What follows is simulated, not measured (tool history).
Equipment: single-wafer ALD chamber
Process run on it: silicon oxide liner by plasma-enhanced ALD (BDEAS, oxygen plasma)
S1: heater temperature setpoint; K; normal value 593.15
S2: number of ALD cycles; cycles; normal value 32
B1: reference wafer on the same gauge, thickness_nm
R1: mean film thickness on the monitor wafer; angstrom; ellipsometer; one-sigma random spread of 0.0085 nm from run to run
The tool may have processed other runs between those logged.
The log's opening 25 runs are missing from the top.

run 26 hour=620.3 | S1=585.15 S2=35 | B1=2.100 | R1=26.29
run 27 hour=645.7 | S1=593.15 S2=32 | B1=2.101 | R1=23.72
run 28 hour=666.6 | S1=584.15 S2=34 | B1=2.099 | R1=25.79
run 29 hour=691.3 | S1=585.15 S2=32 | B1=2.100 | R1=24.29
run 30 hour=719.5 | S1=593.15 S2=32 | B1=2.100 | R1=23.91
run 31 hour=753.4 | S1=583.15 S2=28 | B1=2.100 | R1=21.16
run 32 hour=775.4 | S1=581.15 S2=26 | B1=2.100 | R1=19.77
run 33 hour=810.5 | S1=585.15 S2=38 | B1=2.100 | R1=28.63
run 34 hour=824.2 | S1=598.15 S2=29 | B1=2.101 | R1=21.54
-- hour=838.4 gauge calibrated
run 35 hour=860.1 | S1=604.15 S2=26 | B1=2.102 | R1=18.97
run 36 hour=895.8 | S1=593.15 S2=32 | B1=2.100 | R1=23.71
-- hour=942.9 thermocouple changed; heater temperature recalibrated
run 37 hour=998.9 | S1=593.15 S2=32 | B1=2.099 | R1=23.76
run 38 hour=1015.5 | S1=593.15 S2=32 | B1=2.097 | R1=23.84
run 39 hour=1051.2 | S1=608.15 S2=34 | B1=2.101 | R1=24.69
run 40 hour=1073.5 | S1=593.15 S2=32 | B1=2.101 | R1=23.89
run 41 hour=1107.6 | S1=593.15 S2=32 | B1=2.102 | R1=23.81
run 42 hour=1148.1 | S1=593.15 S2=32 | B1=2.100 | R1=23.82
run 43 hour=1180.0 | S1=593.15 S2=26 | B1=2.101 | R1=19.39
run 44 hour=1210.1 | S1=597.15 S2=38 | B1=2.098 | R1=28.16
run 45 hour=1240.6 | S1=593.15 S2=32 | B1=2.101 | R1=23.80
run 46 hour=1265.7 | S1=587.15 S2=36 | B1=2.101 | R1=27.18

4 ways to go on from here, each from the tool as it stands after run 46. What would each give?
run A hour=1266.1 | S1=589.15 S2=32 | B1=? | R1=?
run B hour=1266.1 | S1=585.15 S2=37 | B1=? | R1=?
run C hour=1266.1 | S1=593.15 S2=34 | B1=? | R1=?
run D hour=1266.1 | S1=602.15 S2=36 | B1=? | R1=?

run=A B1=2.100 R1=24.00
run=B B1=2.100 R1=27.93
run=C B1=2.100 R1=25.34
run=D B1=2.100 R1=26.43
Without the tool's unlogged condition, the same runs would have read:
run=A R1=24.00
run=B R1=27.93
run=C R1=25.34
run=D R1=26.43
